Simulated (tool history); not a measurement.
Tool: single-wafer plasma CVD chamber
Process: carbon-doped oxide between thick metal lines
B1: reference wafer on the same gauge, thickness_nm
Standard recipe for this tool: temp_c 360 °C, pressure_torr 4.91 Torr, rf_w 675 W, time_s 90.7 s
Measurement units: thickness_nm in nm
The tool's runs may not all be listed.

Run 1, hour 0.0: usual settings; B1 585.009. Result: thickness_nm 493.885 nm.
Run 2, hour 70.6: usual settings; B1 585.869. Result: thickness_nm 491.360 nm.
Run 3, hour 101.2: usual settings but temp_c 356 °C; B1 585.827. Result: thickness_nm 498.588 nm.
Run 4, hour 135.0: usual settings but temp_c 356 °C; B1 585.077. Result: thickness_nm 495.686 nm.
Run 5, hour 159.6: usual settings but temp_c 372 °C, pressure_torr 4.39 Torr, rf_w 740 W, time_s 102.5 s; B1 585.503. Result: thickness_nm 561.671 nm.
Run 6, hour 205.1: usual settings but temp_c 350 °C, pressure_torr 4.29 Torr; B1 584.673. Result: thickness_nm 494.856 nm.
At hour 209.5: gauge calibrated.
Run 7, hour 249.9: usual settings but temp_c 356 °C, time_s 104.4 s; B1 584.585. Result: thickness_nm 570.389 nm.
Run 8, hour 305.9: usual settings but temp_c 367 °C, pressure_torr 4.29 Torr, time_s 100.5 s; B1 585.024. Result: thickness_nm 525.466 nm.
At hour 321.5: capacitance manometer re-zeroed and calibrated.
Run 9, hour 357.6: usual settings but pressure_torr 5.29 Torr; B1 584.399. Result: thickness_nm 499.106 nm.
Run 10, hour 388.0: usual settings but temp_c 345 °C, pressure_torr 3.99 Torr, time_s 99.3 s; B1 584.408. Result: thickness_nm 545.610 nm.
Run 11, hour 437.1: usual settings but temp_c 365 °C, rf_w 725 W, time_s 76.7 s; B1 585.403. Result: thickness_nm 422.997 nm.
At hour 457.3: thermocouple changed; heater temperature recalibrated.
At hour 498.8: showerhead replaced.
Run 12, hour 499.3: usual settings but pressure_torr 5.79 Torr; B1 585.155. Result: thickness_nm 501.454 nm.
Run 13, hour 546.4: usual settings but pressure_torr 4.36 Torr, rf_w 635 W; B1 585.477. Result: thickness_nm 457.028 nm.
Run 14, hour 594.7: usual settings but temp_c 367 °C, pressure_torr 4.29 Torr, time_s 100.5 s; B1 585.383. Result: thickness_nm 519.668 nm.
Run 15, hour 627.5: usual settings; B1 584.608. Result: thickness_nm 488.633 nm.
Run 16, hour 682.6: usual settings but pressure_torr 5.77 Torr, rf_w 605 W; B1 585.577. Result: thickness_nm 467.743 nm.
Run 17, hour 739.1: usual settings; B1 584.105. Result: thickness_nm 489.432 nm.
Run 18, hour 791.8: usual settings but temp_c 368 °C, rf_w 630 W, time_s 73.0 s; B1 585.361. Result: thickness_nm 368.540 nm.
At hour 831.4: RF generator calibrated.
Run 19, hour 855.0: usual settings; B1 584.775. Result: thickness_nm 505.052 nm.
Run 20, hour 920.8: usual settings but temp_c 373 °C; B1 584.525. Result: thickness_nm 483.152 nm.
Run 21, hour 954.9: usual settings but temp_c 348 °C, pressure_torr 4.43 Torr, rf_w 570 W, time_s 86.1 s; B1 584.844. Result: thickness_nm 442.177 nm.
Run 22, hour 1005.6: usual settings but temp_c 369 °C, pressure_torr 4.19 Torr, rf_w 625 W, time_s 101.1 s; B1 585.162. Result: thickness_nm 504.435 nm.
Run 23, hour 1034.3: usual settings but time_s 104.9 s; B1 585.548. Result: thickness_nm 565.923 nm.
Run 24, hour 1094.5: usual settings but pressure_torr 5.38 Torr, rf_w 575 W; B1 584.902. Result: thickness_nm 452.626 nm.
Run 25, hour 1145.4: usual settings but temp_c 347 °C, rf_w 620 W; B1 585.279. Result: thickness_nm 483.738 nm.
Run 26, hour 1208.7: usual settings but temp_c 369 °C; B1 584.792. Result: thickness_nm 480.635 nm.
Run 27, hour 1275.4: usual settings but temp_c 348 °C, pressure_torr 4.10 Torr, rf_w 795 W, time_s 98.5 s; B1 584.943. Result: thickness_nm 587.701 nm.
Run 28, hour 1343.9: usual settings but temp_c 346 °C, pressure_torr 4.03 Torr; B1 584.746. Result: thickness_nm 491.492 nm.
Run 29, hour 1369.6: usual settings but pressure_torr 5.58 Torr, rf_w 595 W, time_s 106.0 s; B1 585.369. Result: thickness_nm 536.277 nm.

Predict each of these 3 candidate next runs independently; none follows another, all start after run 29:
Run A, hour 1370.0: usual settings but rf_w 765 W; B1 ?. Result: thickness_nm ?.
Run B, hour 1370.0: usual settings but time_s 101.8 s; B1 ?. Result: thickness_nm ?.
Run C, hour 1370.0: usual settings but pressure_torr 3.75 Torr, rf_w 715 W, time_s 98.4 s; B1 ?. Result: thickness_nm ?.

run       B1  thickness_nm
  A  585.498       521.187
  B  585.498       544.198
  C  585.498       525.302
What these runs would have given with no unlogged condition in the tool:
run  thickness_nm
  A       547.065
  B       571.663
  C       551.384
